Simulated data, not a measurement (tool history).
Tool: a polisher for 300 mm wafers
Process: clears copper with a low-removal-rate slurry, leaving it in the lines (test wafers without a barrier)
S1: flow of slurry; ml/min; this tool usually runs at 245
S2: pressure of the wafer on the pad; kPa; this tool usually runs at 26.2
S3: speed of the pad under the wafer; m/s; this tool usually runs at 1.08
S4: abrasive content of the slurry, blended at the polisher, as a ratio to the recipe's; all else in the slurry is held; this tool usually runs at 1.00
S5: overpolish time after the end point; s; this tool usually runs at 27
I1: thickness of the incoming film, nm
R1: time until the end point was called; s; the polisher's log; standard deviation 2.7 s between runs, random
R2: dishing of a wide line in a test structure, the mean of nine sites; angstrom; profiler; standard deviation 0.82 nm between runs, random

run   hour   S1    S2    S3    S4  S5     I1     R1   R2
  1    0.0  245  26.2  1.08  1.00  27  565.3  164.6  592
  2   13.5  245  26.2  1.08  1.00  27  564.0  164.9  603
  3   20.2  245  26.2  1.08  1.00  27  561.6  163.6  576
  4   40.6  245  26.2  1.08  1.00  27  558.3  164.2  606
  5   48.9  245  26.2  1.08  1.00  27  555.7  159.0  584
  6   60.8  245  26.2  1.08  1.00  27  555.3  166.6  572
  7   70.5  245  26.2  1.08  1.00  27  549.6  161.4  580
  8   87.5  245  26.2  1.08  1.00  27  558.2  170.3  567
      92.8  -- worn pad replaced by a new one
  9   95.4  245  26.2  1.08  1.00  27  554.0  176.2  532
 10  110.3  245  26.2  1.08  1.00  27  561.5  180.8  552
 11  126.0  245  26.2  1.08  1.00  27  562.7  180.0  542
 12  141.3  245  32.4  1.08  1.00  27  552.4  144.7  648
     158.9  -- slurry blender recalibrated
     171.8  -- worn pad replaced by a new one, repeated, since the last time left the tool worse
 13  175.1  245  26.2  1.08  1.00  27  557.0  158.2  602
 14  192.6  275  22.8  1.08  1.00  27  561.7  175.1  535
 15  203.4  315  26.2  1.40  1.00  14  560.0  122.1  427
     204.5  -- slurry nozzle cleaned
 16  219.8  170  26.2  1.08  1.00  27  562.5  164.1  583
 17  229.4  245  26.2  1.08  0.80  15  552.6  159.7  350
 18  243.3  245  26.2  0.96  1.00  27  560.4  178.4  546
     253.8  -- head pressure recalibrated
 19  256.6  290  30.3  1.28  1.10  27  554.1  116.2  766
 20  271.2  205  26.2  1.08  1.00  27  566.6  165.7  588
 21  321.7  245  26.2  1.08  1.00  27  559.1  167.9  580
 22  327.7  245  26.2  1.08  1.00  27  565.9  164.7  591
     336.6  -- worn pad replaced by a new one
 23  345.3  220  26.2  1.08  1.00  27  550.2  159.9  616

Each row is a separate what-if for the run after 23, all from the same tool condition, not one after another. Results?
  A  345.8  245  26.2  1.08  1.00  27  558.3   ?   ?
  B  345.8  195  26.2  1.08  1.00  35  558.3   ?   ?
  C  345.8  245  23.4  0.74  1.15  33  558.3   ?   ?

run     R1   R2
  A  158.4  611
  B  162.0  735
  C  237.7  513
Without the tool's unlogged condition, the same runs would have read:
run     R1   R2
  A  157.3  614
  B  160.8  739
  C  236.0  516

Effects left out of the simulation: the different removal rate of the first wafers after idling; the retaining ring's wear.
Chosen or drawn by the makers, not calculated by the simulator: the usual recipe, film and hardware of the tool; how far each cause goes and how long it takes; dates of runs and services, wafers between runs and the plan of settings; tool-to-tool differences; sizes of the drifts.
